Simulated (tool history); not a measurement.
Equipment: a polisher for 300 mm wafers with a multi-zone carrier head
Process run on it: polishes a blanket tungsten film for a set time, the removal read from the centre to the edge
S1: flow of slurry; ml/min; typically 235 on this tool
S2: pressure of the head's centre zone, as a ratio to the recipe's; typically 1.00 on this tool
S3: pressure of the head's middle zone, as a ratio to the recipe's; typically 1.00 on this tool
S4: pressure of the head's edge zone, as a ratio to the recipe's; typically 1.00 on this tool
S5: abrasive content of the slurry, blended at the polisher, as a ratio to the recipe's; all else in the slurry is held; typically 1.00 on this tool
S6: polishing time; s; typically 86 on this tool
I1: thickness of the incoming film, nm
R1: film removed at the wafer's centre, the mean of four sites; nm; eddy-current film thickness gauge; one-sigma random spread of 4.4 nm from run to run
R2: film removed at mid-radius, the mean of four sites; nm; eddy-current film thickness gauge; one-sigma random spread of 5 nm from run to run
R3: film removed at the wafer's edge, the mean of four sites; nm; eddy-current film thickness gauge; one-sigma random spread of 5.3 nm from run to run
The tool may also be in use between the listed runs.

run   hour   S1    S2    S3    S4    S5   S6      I1     R1     R2     R3
  1    0.0  235  1.00  1.00  1.00  1.00   86  1344.2  456.4  445.2  450.8
  2   13.5  235  1.00  1.00  1.00  1.00   86  1319.4  453.3  446.5  446.9
  3   47.8  235  1.00  1.00  1.00  1.00   86  1331.9  442.7  442.7  437.4
      74.7  -- worn pad replaced by a new one
  4  148.3  235  1.00  1.00  1.00  1.00   86  1331.9  452.0  449.3  457.0
  5  165.4  235  1.00  1.00  1.00  1.00   86  1321.0  453.3  443.7  455.1
  6  194.9  235  1.00  1.00  1.00  1.00   86  1321.9  446.6  441.2  446.9
     207.0  -- slurry nozzle cleaned
     215.6  -- carrier head's membrane replaced by a new one
  7  216.1  235  1.00  1.00  1.00  0.85   86  1330.4  418.3  419.4  420.2
     230.1  -- worn pad replaced by a new one
  8  249.8  300  1.00  1.08  1.00  1.00   60  1331.1  326.4  347.7  324.8
  9  269.1  265  1.00  1.00  1.09  1.20  110  1328.6  615.5  621.9  636.8
 10  291.2  235  1.00  1.00  1.00  1.10   86  1323.5  477.8  461.3  466.7
     294.7  -- centre zone pressure recalibrated
 11  326.3  215  1.00  1.00  1.00  1.20   68  1296.2  373.3  373.3  363.4
 12  355.2  270  1.08  1.00  0.91  1.00   75  1343.1  416.6  393.5  379.6
     385.5  -- worn pad replaced by a new one
 13  389.8  235  0.94  1.00  1.00  1.00   86  1318.8  443.0  459.2  456.6
     392.7  -- edge zone pressure recalibrated
 14  425.3  235  1.00  1.00  1.00  0.75   86  1335.5  418.3  409.8  413.3
 15  454.9  310  1.00  1.00  1.00  0.75   61  1309.1  303.3  292.9  298.5
 16  485.1  235  0.94  1.00  1.00  1.00   86  1332.1  440.6  452.4  448.2
 17  509.4  235  1.00  1.00  1.00  1.00   86  1332.4  444.6  441.3  443.1
     530.1  -- worn pad replaced by a new one
 18  537.9  235  1.09  1.00  1.00  1.10   86  1331.1  507.7  462.8  458.6
 19  552.1  235  0.90  1.00  1.00  1.00   86  1313.0  425.9  461.5  460.0

Run 20 has not been measured yet. What should we expect?
 20  570.7  235  0.91  1.00  1.00  0.80  86  1312.9   ?   ?   ?

{"run 20": {"R1": 399.2, "R2": 425.2, "R3": 419.3}}
Take away the tool's hidden state, keep the run-to-run variation as it was, and the same run would have given R1 402.3 nm, R2 428.6 nm, R3 422.6 nm.
